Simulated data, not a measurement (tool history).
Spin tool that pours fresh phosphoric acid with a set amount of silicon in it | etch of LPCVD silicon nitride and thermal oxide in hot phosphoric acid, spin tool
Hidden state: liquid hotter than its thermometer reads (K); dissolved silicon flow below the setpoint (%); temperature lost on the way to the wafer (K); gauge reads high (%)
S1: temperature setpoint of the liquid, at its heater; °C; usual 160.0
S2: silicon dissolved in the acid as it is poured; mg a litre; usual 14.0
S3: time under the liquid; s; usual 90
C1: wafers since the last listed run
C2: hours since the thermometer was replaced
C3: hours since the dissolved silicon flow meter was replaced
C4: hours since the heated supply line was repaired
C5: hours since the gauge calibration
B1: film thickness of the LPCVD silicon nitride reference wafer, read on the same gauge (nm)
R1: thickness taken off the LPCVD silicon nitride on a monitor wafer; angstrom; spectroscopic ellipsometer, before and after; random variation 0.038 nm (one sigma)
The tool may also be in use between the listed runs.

| run | hour | S1 | S2 | S3 | C1 | C2 | C3 | C4 | C5 | B1 | R1 |
|---|---|---|---|---|---|---|---|---|---|---|---|
| 1 | 0.0 | 160.0 | 14.0 | 90 | 0 | 99.6 | 2543.4 | 1805.8 | 924.9 | 69.96 | 77.5 |
| 2 | 12.1 | 160.0 | 14.0 | 90 | 99 | 111.7 | 2555.5 | 1817.9 | 937.0 | 70.01 | 77.6 |
| 3 | 37.4 | 160.0 | 14.0 | 90 | 208 | 137.0 | 2580.8 | 1843.2 | 962.3 | 70.02 | 77.1 |
| 4 | 57.9 | 160.0 | 14.0 | 90 | 168 | 157.5 | 2601.3 | 1863.7 | 982.8 | 69.98 | 77.6 |
| 5 | 80.5 | 163.0 | 25.0 | 90 | 186 | 180.1 | 2623.9 | 1886.3 | 1005.4 | 70.02 | 85.6 |
| 6 | 93.6 | 163.0 | 22.5 | 55 | 107 | 193.2 | 2637.0 | 1899.4 | 1018.5 | 69.95 | 52.1 |
| 7 | 115.8 | 160.0 | 14.0 | 90 | 182 | 215.4 | 2659.2 | 1921.6 | 1040.7 | 70.00 | 77.1 |
|  | 140.4 | heated supply line repaired |
| 8 | 144.0 | 160.0 | 14.0 | 115 | 224 | 243.6 | 2687.4 | 3.6 | 1068.9 | 70.00 | 99.6 |
|  | 161.8 | dissolved silicon flow meter replaced |
| 9 | 179.0 | 160.0 | 23.0 | 145 | 280 | 278.6 | 17.2 | 38.6 | 1103.9 | 70.01 | 124.7 |
| 10 | 198.1 | 160.0 | 14.0 | 90 | 157 | 297.7 | 36.3 | 57.7 | 1123.0 | 70.02 | 78.3 |
| 11 | 214.4 | 160.0 | 14.0 | 65 | 134 | 314.0 | 52.6 | 74.0 | 1139.3 | 69.99 | 56.9 |
| 12 | 229.1 | 158.5 | 14.0 | 110 | 121 | 328.7 | 67.3 | 88.7 | 1154.0 | 70.00 | 91.4 |
| 13 | 263.1 | 160.0 | 14.0 | 90 | 280 | 362.7 | 101.3 | 122.7 | 1188.0 | 69.97 | 77.7 |
|  | 273.6 | gauge calibrated |
| 14 | 280.2 | 162.0 | 6.0 | 65 | 140 | 379.8 | 118.4 | 139.8 | 6.6 | 69.98 | 60.7 |
| 15 | 341.0 | 160.0 | 14.0 | 90 | 501 | 440.6 | 179.2 | 200.6 | 67.4 | 69.98 | 78.0 |
| 16 | 362.9 | 159.0 | 14.0 | 90 | 180 | 462.5 | 201.1 | 222.5 | 89.3 | 69.97 | 75.7 |
| 17 | 394.6 | 160.0 | 14.0 | 90 | 261 | 494.2 | 232.8 | 254.2 | 121.0 | 70.00 | 78.7 |
| 18 | 417.4 | 158.5 | 6.5 | 130 | 187 | 517.0 | 255.6 | 277.0 | 143.8 | 69.99 | 107.4 |

The next listed run, before its measurement:
| 19 | 442.2 | 157.5 | 19.5 | 60 | 204 | 541.8 | 280.4 | 301.8 | 168.6 | ? | ? |

{"run 19": {"B1": 69.99, "R1": 48.1}}
Without the tool's hidden state the same run would have given R1 47.2 angstrom.

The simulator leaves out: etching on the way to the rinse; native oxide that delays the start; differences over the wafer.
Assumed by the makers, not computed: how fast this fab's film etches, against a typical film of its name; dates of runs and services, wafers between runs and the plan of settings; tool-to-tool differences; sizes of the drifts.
